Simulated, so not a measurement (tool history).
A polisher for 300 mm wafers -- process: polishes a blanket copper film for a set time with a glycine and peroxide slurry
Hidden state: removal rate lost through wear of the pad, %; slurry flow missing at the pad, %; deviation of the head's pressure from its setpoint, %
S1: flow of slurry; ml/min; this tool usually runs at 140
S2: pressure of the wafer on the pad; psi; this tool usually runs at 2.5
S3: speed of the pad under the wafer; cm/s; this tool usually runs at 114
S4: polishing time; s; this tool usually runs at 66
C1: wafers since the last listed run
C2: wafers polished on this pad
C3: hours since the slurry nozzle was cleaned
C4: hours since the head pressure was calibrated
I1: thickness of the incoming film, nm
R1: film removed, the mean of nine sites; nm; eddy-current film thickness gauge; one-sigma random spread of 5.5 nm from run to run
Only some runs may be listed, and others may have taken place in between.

Run 1, day 0.000: usual settings; C1 0; C2 324; C3 10.6; C4 212.8; I1 1741.9. Result: R1 393.4 nm.
Run 2, day 0.542: usual settings but S1 120 ml/min; C1 106; C2 430; C3 23.6; C4 225.8; I1 1783.9. Result: R1 375.1 nm.
Run 3, day 1.117: usual settings but S1 120 ml/min; C1 113; C2 543; C3 37.4; C4 239.6; I1 1741.0. Result: R1 370.0 nm.
At day 2.088: worn pad replaced by a new one.
Run 4, day 2.108: usual settings but S1 120 ml/min; C1 162; C2 3; C3 61.2; C4 263.4; I1 1789.6. Result: R1 380.7 nm.
Run 5, day 3.017: usual settings; C1 178; C2 182; C3 83.0; C4 285.2; I1 1760.7. Result: R1 377.7 nm.
Run 6, day 4.208: usual settings; C1 234; C2 416; C3 111.6; C4 313.8; I1 1762.4. Result: R1 371.2 nm.
Run 7, day 5.612: usual settings; C1 276; C2 692; C3 145.3; C4 347.5; I1 1763.6. Result: R1 365.4 nm.
At day 6.542: worn pad replaced by a new one.
Run 8, day 6.617: usual settings; C1 164; C2 14; C3 169.4; C4 371.6; I1 1755.5. Result: R1 373.8 nm.
Run 9, day 7.554: usual settings; C1 184; C2 198; C3 191.9; C4 394.1; I1 1759.0. Result: R1 361.1 nm.
Run 10, day 9.004: usual settings; C1 285; C2 483; C3 226.7; C4 428.9; I1 1733.3. Result: R1 359.5 nm.
At day 10.588: worn pad replaced by a new one.
Run 11, day 10.608: usual settings but S3 128 cm/s; C1 282; C2 4; C3 265.2; C4 467.4; I1 1772.3. Result: R1 387.2 nm.
Run 12, day 11.704: usual settings but S1 165 ml/min, S4 73 s; C1 215; C2 219; C3 291.5; C4 493.7; I1 1754.5. Result: R1 416.5 nm.
Run 13, day 12.792: usual settings but S1 115 ml/min, S2 2.8 psi, S3 90 cm/s; C1 213; C2 433; C3 317.6; C4 519.8; I1 1752.7. Result: R1 319.6 nm.
Run 14, day 13.779: usual settings but S1 155 ml/min, S2 2.2 psi, S4 60 s; C1 194; C2 627; C3 341.3; C4 543.5; I1 1755.3. Result: R1 298.3 nm.
At day 13.979: head pressure recalibrated.
Run 15, day 14.500: usual settings but S1 180 ml/min, S3 82 cm/s, S4 86 s; C1 125; C2 752; C3 358.6; C4 12.5; I1 1753.7. Result: R1 384.1 nm.
At day 15.071: worn pad replaced by a new one.
Run 16, day 15.092: usual settings but S4 77 s; C1 83; C2 4; C3 372.8; C4 26.7; I1 1739.5. Result: R1 395.7 nm.
Run 17, day 15.638: usual settings but S1 175 ml/min, S3 94 cm/s; C1 107; C2 111; C3 385.9; C4 39.8; I1 1759.9. Result: R1 325.0 nm.
At day 16.242: slurry nozzle cleaned.
Run 18, day 16.262: usual settings but S4 79 s; C1 114; C2 226; C3 0.5; C4 54.8; I1 1757.0. Result: R1 454.0 nm.
Run 19, day 17.346: usual settings but S1 115 ml/min, S2 2.2 psi, S3 88 cm/s, S4 86 s; C1 213; C2 439; C3 26.5; C4 80.8; I1 1770.1. Result: R1 374.3 nm.
Run 20, day 18.104: usual settings; C1 149; C2 588; C3 44.7; C4 99.0; I1 1776.9. Result: R1 376.1 nm.
Run 21, day 19.192: usual settings; C1 213; C2 802; C3 70.8; C4 125.1; I1 1775.0. Result: R1 370.7 nm.
At day 19.812: worn pad replaced by a new one.
Run 22, day 19.904: usual settings; C1 107; C2 17; C3 87.9; C4 142.2; I1 1784.8. Result: R1 377.6 nm.
Run 23, day 20.929: usual settings but S1 180 ml/min, S2 3.4 psi, S3 92 cm/s, S4 84 s; C1 201; C2 219; C3 112.5; C4 166.8; I1 1798.7. Result: R1 563.6 nm.

What if the next run were any one of these 4? Each begins from the tool's condition after run 23:
Run A, day 20.946: usual settings; C1 3; C2 222; C3 112.9; C4 167.2; I1 1749.1. Result: R1 ?.
Run B, day 20.946: usual settings but S2 2.9 psi, S3 130 cm/s; C1 3; C2 222; C3 112.9; C4 167.2; I1 1749.1. Result: R1 ?.
Run C, day 20.946: usual settings but S1 185 ml/min, S2 3.1 psi, S3 92 cm/s, S4 48 s; C1 3; C2 222; C3 112.9; C4 167.2; I1 1749.1. Result: R1 ?.
Run D, day 20.946: usual settings but S1 170 ml/min, S3 136 cm/s, S4 87 s; C1 3; C2 222; C3 112.9; C4 167.2; I1 1749.1. Result: R1 ?.

run     R1
  A  374.8
  B  464.9
  C  300.6
  D  581.5
Had the tool no hidden state, the same runs would have come out as:
run     R1
  A  390.5
  B  484.4
  C  310.1
  D  601.5

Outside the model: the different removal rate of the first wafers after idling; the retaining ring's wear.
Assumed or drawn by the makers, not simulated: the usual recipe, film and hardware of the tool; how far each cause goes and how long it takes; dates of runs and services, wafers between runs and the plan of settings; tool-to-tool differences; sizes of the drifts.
